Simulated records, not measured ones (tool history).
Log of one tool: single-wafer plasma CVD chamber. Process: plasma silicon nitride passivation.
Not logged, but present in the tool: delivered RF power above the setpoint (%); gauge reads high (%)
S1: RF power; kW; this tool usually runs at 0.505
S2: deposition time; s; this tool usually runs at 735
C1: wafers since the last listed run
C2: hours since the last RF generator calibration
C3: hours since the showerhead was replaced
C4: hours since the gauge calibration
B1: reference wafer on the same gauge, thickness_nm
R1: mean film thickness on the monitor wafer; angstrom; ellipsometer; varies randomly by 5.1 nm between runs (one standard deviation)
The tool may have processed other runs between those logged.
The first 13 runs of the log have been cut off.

run	hour	S1	S2	C1	C2	C3	C4	B1	R1
14	1106.7	0.505	622	311	548.2	6130.4	252.3	1140.571	10236.49
15	1172.4	0.535	735	221	613.9	6196.1	318.0	1138.829	12258.16
16	1263.1	0.535	735	306	704.6	6286.8	408.7	1139.714	12299.76
17	1350.7	0.535	735	295	792.2	6374.4	496.3	1140.310	12230.29
18	1418.2	0.460	661	228	859.7	6441.9	563.8	1139.947	10364.24
19	1455.9	0.505	735	127	897.4	6479.6	601.5	1141.088	11994.25
20	1563.7	0.545	691	364	1005.2	6587.4	709.3	1142.031	11520.53
# hour 1606.0: showerhead replaced
21	1606.5	0.505	628	117	1048.0	0.5	752.1	1141.085	10164.84
# hour 1616.2: RF generator calibrated
22	1672.1	0.545	735	194	55.9	66.1	817.7	1140.312	12588.40
23	1745.1	0.455	622	246	128.9	139.1	890.7	1141.834	9962.23
24	1792.1	0.505	735	158	175.9	186.1	937.7	1140.432	12214.52
25	1852.5	0.465	672	204	236.3	246.5	998.1	1138.677	10756.47
26	1956.1	0.590	772	350	339.9	350.1	1101.7	1140.292	13512.97
27	2014.5	0.505	735	197	398.3	408.5	1160.1	1139.547	12180.05
28	2101.2	0.405	837	292	485.0	495.2	1246.8	1141.416	12716.11
29	2346.3	0.420	735	828	730.1	740.3	1491.9	1139.573	11230.23
30	2409.5	0.505	735	213	793.3	803.5	1555.1	1141.442	12014.70
31	2514.3	0.475	830	354	898.1	908.3	1659.9	1137.913	13279.10
32	2593.8	0.410	793	268	977.6	987.8	1739.4	1137.363	11898.04

Predict each of these 4 candidate next runs independently; none follows another, all start after run 32:
A	2594.4	0.505	735	2	978.2	988.4	1740.0	?	?
B	2594.4	0.575	735	2	978.2	988.4	1740.0	?	?
C	2594.4	0.505	598	2	978.2	988.4	1740.0	?	?
D	2594.4	0.555	836	2	978.2	988.4	1740.0	?	?

run	B1	R1
A	1140.456	11931.01
B	1140.456	12515.66
C	1140.456	9707.13
D	1140.456	14052.92
With no hidden state in the tool, these same runs would have given:
run	R1
A	12206.61
B	12804.77
C	9931.37
D	14377.54
